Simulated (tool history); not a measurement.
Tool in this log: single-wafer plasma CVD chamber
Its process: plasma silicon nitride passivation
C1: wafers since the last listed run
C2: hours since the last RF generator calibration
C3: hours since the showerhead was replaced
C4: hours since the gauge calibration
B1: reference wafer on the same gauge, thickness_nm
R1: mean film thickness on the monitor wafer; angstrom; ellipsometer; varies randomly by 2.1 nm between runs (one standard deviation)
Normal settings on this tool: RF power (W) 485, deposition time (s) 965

Run 1, day 0.000: usual settings; C1 0; C2 1026.8; C3 4310.0; C4 100.1; B1 1591.190. Result: R1 13850.57 angstrom.
Run 2, day 0.567: usual settings but RF power (W) 560, deposition time (s) 838; C1 26; C2 1040.4; C3 4323.6; C4 113.7; B1 1590.245. Result: R1 12306.45 angstrom.
Run 3, day 1.308: usual settings but RF power (W) 560, deposition time (s) 838; C1 34; C2 1058.2; C3 4341.4; C4 131.5; B1 1589.879. Result: R1 12279.56 angstrom.
Run 4, day 1.812: usual settings but RF power (W) 560, deposition time (s) 838; C1 23; C2 1070.3; C3 4353.5; C4 143.6; B1 1590.498. Result: R1 12319.76 angstrom.
Run 5, day 2.129: usual settings; C1 14; C2 1077.9; C3 4361.1; C4 151.2; B1 1590.393. Result: R1 13793.22 angstrom.
Run 6, day 2.746: usual settings; C1 29; C2 1092.7; C3 4375.9; C4 166.0; B1 1590.000. Result: R1 13833.32 angstrom.
Run 7, day 3.179: usual settings; C1 20; C2 1103.1; C3 4386.3; C4 176.4; B1 1589.876. Result: R1 13797.66 angstrom.
Run 8, day 3.904: usual settings; C1 34; C2 1120.5; C3 4403.7; C4 193.8; B1 1589.757. Result: R1 13837.53 angstrom.
Run 9, day 4.312: usual settings; C1 19; C2 1130.3; C3 4413.5; C4 203.6; B1 1590.131. Result: R1 13780.31 angstrom.
Run 10, day 4.592: usual settings; C1 13; C2 1137.0; C3 4420.2; C4 210.3; B1 1590.254. Result: R1 13854.74 angstrom.
Run 11, day 4.979: usual settings but deposition time (s) 1025; C1 18; C2 1146.3; C3 4429.5; C4 219.6; B1 1589.946. Result: R1 14669.50 angstrom.
Run 12, day 5.467: usual settings but deposition time (s) 1025; C1 22; C2 1158.0; C3 4441.2; C4 231.3; B1 1589.859. Result: R1 14661.36 angstrom.
Run 13, day 5.954: usual settings but deposition time (s) 1025; C1 22; C2 1169.7; C3 4452.9; C4 243.0; B1 1590.346. Result: R1 14707.40 angstrom.
Run 14, day 6.683: usual settings; C1 34; C2 1187.2; C3 4470.4; C4 260.5; B1 1591.190. Result: R1 13852.20 angstrom.
Run 15, day 7.004: usual settings; C1 15; C2 1194.9; C3 4478.1; C4 268.2; B1 1589.874. Result: R1 13805.47 angstrom.
At day 7.754: RF generator calibrated.
Run 16, day 7.775: usual settings; C1 20; C2 0.5; C3 4496.6; C4 286.7; B1 1589.586. Result: R1 13994.28 angstrom.
At day 8.150: gauge calibrated.
Run 17, day 8.221: usual settings; C1 21; C2 11.2; C3 4507.3; C4 1.7; B1 1590.402. Result: R1 13989.32 angstrom.
Run 18, day 8.754: usual settings; C1 25; C2 24.0; C3 4520.1; C4 14.5; B1 1589.593. Result: R1 13969.42 angstrom.
Run 19, day 9.467: usual settings; C1 33; C2 41.1; C3 4537.2; C4 31.6; B1 1590.623. Result: R1 13946.50 angstrom.
Run 20, day 9.850: usual settings but RF power (W) 515, deposition time (s) 1085; C1 18; C2 50.3; C3 4546.4; C4 40.8; B1 1589.764. Result: R1 15867.16 angstrom.

Run 21 has not been measured yet. What should we expect?
Run 21, day 10.504: usual settings but RF power (W) 405, deposition time (s) 1078; C1 30; C2 66.0; C3 4562.1; C4 56.5; B1 ?. Result: R1 ?.

{"run 21": {"B1": 1590.836, "R1": 15214.96}}
Minus the tool's unlogged condition, the same run would have read R1 15240.29 angstrom.
